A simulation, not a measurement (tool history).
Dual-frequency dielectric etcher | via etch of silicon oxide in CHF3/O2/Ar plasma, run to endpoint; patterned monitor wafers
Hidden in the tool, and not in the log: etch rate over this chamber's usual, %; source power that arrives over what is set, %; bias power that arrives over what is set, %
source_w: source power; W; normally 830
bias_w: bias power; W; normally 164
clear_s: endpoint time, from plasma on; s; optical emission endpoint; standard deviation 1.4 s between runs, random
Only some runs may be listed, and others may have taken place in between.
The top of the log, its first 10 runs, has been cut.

run,hour,source_w,bias_w,wafers since the last listed run,hours since the last wet clean,hours since the last source power generator calibration,hours since the last bias power generator calibration,hours since the last upper electrode change,"incoming incoming film thickness, nm",clear_s
11,641.4,830,164,271,147.8,3844.6,1360,2113.4,791.3,370.7
12,684.6,960,184,206,191,3887.8,1403.2,2156.6,790,325.6
# hour 767.8: upper electrode replaced
13,768.3,960,184,285,274.7,3971.5,1486.9,0.5,790.5,329.3
14,853.5,830,178,407,359.9,4056.7,1572.1,85.7,792.8,369.7
15,922,720,164,327,428.4,4125.2,1640.6,154.2,788,413.5
16,990,940,178,325,496.4,4193.2,1708.6,222.2,782,339.9
# hour 1049.7: wet clean of the chamber
17,1081,940,178,320,31.3,4284.2,1799.6,313.2,782.6,325.5
18,1135,960,183,258,85.3,4338.2,1853.6,367.2,782.8,317.2
# hour 1183.4: bias power generator calibrated
19,1199.8,830,164,290,150.1,4403,16.4,432,788.9,365.7
20,1295,830,153,455,245.3,4498.2,111.6,527.2,790,378.3
21,1401.1,930,200,507,351.4,4604.3,217.7,633.3,785.1,319.2
22,1489.7,1020,153,423,440,4692.9,306.3,721.9,795.1,343.8
# hour 1570.3: source power generator calibrated
23,1590.7,830,197,463,541,20.4,407.3,822.9,782.6,358.7
# hour 1702.4: wet clean of the chamber
24,1702.9,910,149,421,0.5,132.6,519.5,935.1,787.3,365.3
25,1746.3,760,192,207,43.9,176,562.9,978.5,799.4,379.6
26,1837.6,830,164,436,135.2,267.3,654.2,1069.8,789.6,376.2
27,1895.1,830,164,274,192.7,324.8,711.7,1127.3,787.2,376
28,1935.2,890,190,191,232.8,364.9,751.8,1167.4,782.2,340.1
29,2015.2,830,164,382,312.8,444.9,831.8,1247.4,787.6,378.7
30,2106,830,197,434,403.6,535.7,922.6,1338.2,793.6,360.2
31,2171.3,740,197,312,468.9,601,987.9,1403.5,793.6,390.5
32,2278,830,188,510,575.6,707.7,1094.6,1510.2,789.2,371

Estimate the outcome of run 33 from the log above:
33,2316.4,900,164,183,614,746.1,1133,1548.6,787.6,?

Run 33 measured clear_s 370.8 s.
Without the tool's hidden state the same run would have given clear_s 355.5 s.

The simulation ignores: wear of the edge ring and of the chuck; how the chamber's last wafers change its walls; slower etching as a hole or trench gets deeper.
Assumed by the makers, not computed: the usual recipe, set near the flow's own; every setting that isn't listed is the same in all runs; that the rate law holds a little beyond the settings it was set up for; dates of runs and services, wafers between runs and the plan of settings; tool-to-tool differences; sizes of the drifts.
